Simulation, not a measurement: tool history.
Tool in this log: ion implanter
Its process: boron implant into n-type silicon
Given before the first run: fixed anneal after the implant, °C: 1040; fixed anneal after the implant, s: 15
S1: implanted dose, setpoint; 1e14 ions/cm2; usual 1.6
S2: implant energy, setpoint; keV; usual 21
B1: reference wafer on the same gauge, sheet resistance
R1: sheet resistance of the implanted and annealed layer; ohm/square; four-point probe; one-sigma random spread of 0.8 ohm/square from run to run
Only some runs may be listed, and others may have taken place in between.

run,day,S1,S2,B1,R1
1,0,1.39,21,600.9,616.23
2,0.662,1.39,21,601.08,618.13
3,0.962,1.6,21,600.89,553.44
4,1.5,1.6,21,601.27,551.94
5,1.758,1.6,21,601.01,551.52
6,2.154,1.6,21,601.16,552.97
7,2.704,1.6,21,600.9,552.47
8,3.2,1.41,21,600.98,610.06
9,3.517,1.41,21,601.09,611.71
10,3.767,1.6,21,601.21,552.77
11,4.117,1.6,21,600.9,552.29
12,4.746,1.96,21,601.05,470.17
13,5.104,1.96,21,600.87,470.62
14,5.671,1.96,21,600.92,469.51
# day 6.171: extraction supply calibrated
15,6.238,1.6,21,600.73,553.15
16,6.892,1.6,21,600.84,553.41
# day 7.296: gauge calibrated
# day 7.538: Faraday cup replaced and dose calibrated
17,7.562,1.6,21,601.11,535.53
18,8.058,1.6,21,601.07,536.21
19,8.421,1.6,21,601.11,535.07
20,9.025,1.6,27.5,600.87,515.73
21,9.312,1.6,21,601.12,538.11
22,9.738,1.25,21,601.02,654.54
23,10.208,1.6,28,601.05,515.46
24,10.458,1.97,26,600.67,443.8
25,11.104,1.85,16.5,601.02,495.49
26,11.517,1.92,15,601.11,484.6
27,12.196,1.6,26.5,601.12,522.82
28,12.679,1.76,26,601.01,485.76
29,13.15,1.14,15.5,600.95,741.37
30,13.662,1.8,26.5,601.03,478.06
31,14,1.23,27.5,600.98,636.56
32,14.25,1.91,27,601.05,454.61
33,14.996,1.38,17.5,601.02,628.59
34,15.492,1.28,16.5,601.07,674.15
35,16.121,1.6,24,601.1,533.65
36,16.575,1.6,21,600.87,544.98

Predict each of these 5 candidate next runs independently; none follows another, all start after run 36:
A,16.592,1.99,21,?,?
B,16.592,1.6,26,?,?
C,16.592,2.02,25,?,?
D,16.592,1.46,15,?,?
E,16.592,1.6,17,?,?

run,B1,R1
A,600.93,456.22
B,600.93,527.74
C,600.93,441.01
D,600.93,613.85
E,600.93,560.26
With no hidden state in the tool, these same runs would have given:
run,R1
A,449.5
B,520.26
C,434.61
D,604.83
E,552
